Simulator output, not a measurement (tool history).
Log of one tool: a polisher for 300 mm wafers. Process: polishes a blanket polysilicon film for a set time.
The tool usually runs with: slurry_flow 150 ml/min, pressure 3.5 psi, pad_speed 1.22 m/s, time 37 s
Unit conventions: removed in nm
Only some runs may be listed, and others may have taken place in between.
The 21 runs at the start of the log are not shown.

| run | hour | slurry_flow | pressure | pad_speed | time | wafers since the last listed run | wafers polished on this pad | hours since the slurry nozzle was cleaned | hours since the head pressure was calibrated | incoming thickness of the incoming film, nm | removed |
|---|---|---|---|---|---|---|---|---|---|---|---|
| 22 | 928.6 | 150 | 3.5 | 1.22 | 37 | 196 | 1079 | 52 | 280.7 | 1578.8 | 555.4 |
| 23 | 992.7 | 185 | 3.5 | 1.22 | 37 | 477 | 1556 | 116.1 | 344.8 | 1597.8 | 582.1 |
|  | 1043.3 | worn pad replaced by a new one |
| 24 | 1064.7 | 150 | 2.5 | 1.22 | 37 | 506 | 159 | 188.1 | 416.8 | 1592.8 | 402.2 |
|  | 1106.8 | head pressure recalibrated |
| 25 | 1110.1 | 170 | 3.5 | 1.22 | 37 | 323 | 482 | 233.5 | 3.3 | 1608.7 | 564.2 |
| 26 | 1163.1 | 150 | 3.5 | 1.36 | 37 | 394 | 876 | 286.5 | 56.3 | 1578 | 628.7 |
| 27 | 1205 | 105 | 3.5 | 0.94 | 37 | 311 | 1188 | 328.4 | 98.2 | 1615.6 | 377.8 |
| 28 | 1249.6 | 150 | 3.5 | 1.22 | 37 | 331 | 1520 | 373 | 142.8 | 1576 | 545 |
| 29 | 1282.7 | 185 | 4.1 | 1 | 49 | 246 | 1767 | 406.1 | 175.9 | 1574.5 | 724.5 |

Run 30, settings as shown, results not yet in. Your forecast:
|  | 1337.5 | slurry nozzle cleaned |
| 30 | 1344.3 | 110 | 2.5 | 1.56 | 47 | 451 | 2218 | 6.8 | 237.5 | 1557.6 | ? |

removed: 611.6 nm
The same run, on a tool lacking any hidden state, would have yielded removed 612.1 nm.

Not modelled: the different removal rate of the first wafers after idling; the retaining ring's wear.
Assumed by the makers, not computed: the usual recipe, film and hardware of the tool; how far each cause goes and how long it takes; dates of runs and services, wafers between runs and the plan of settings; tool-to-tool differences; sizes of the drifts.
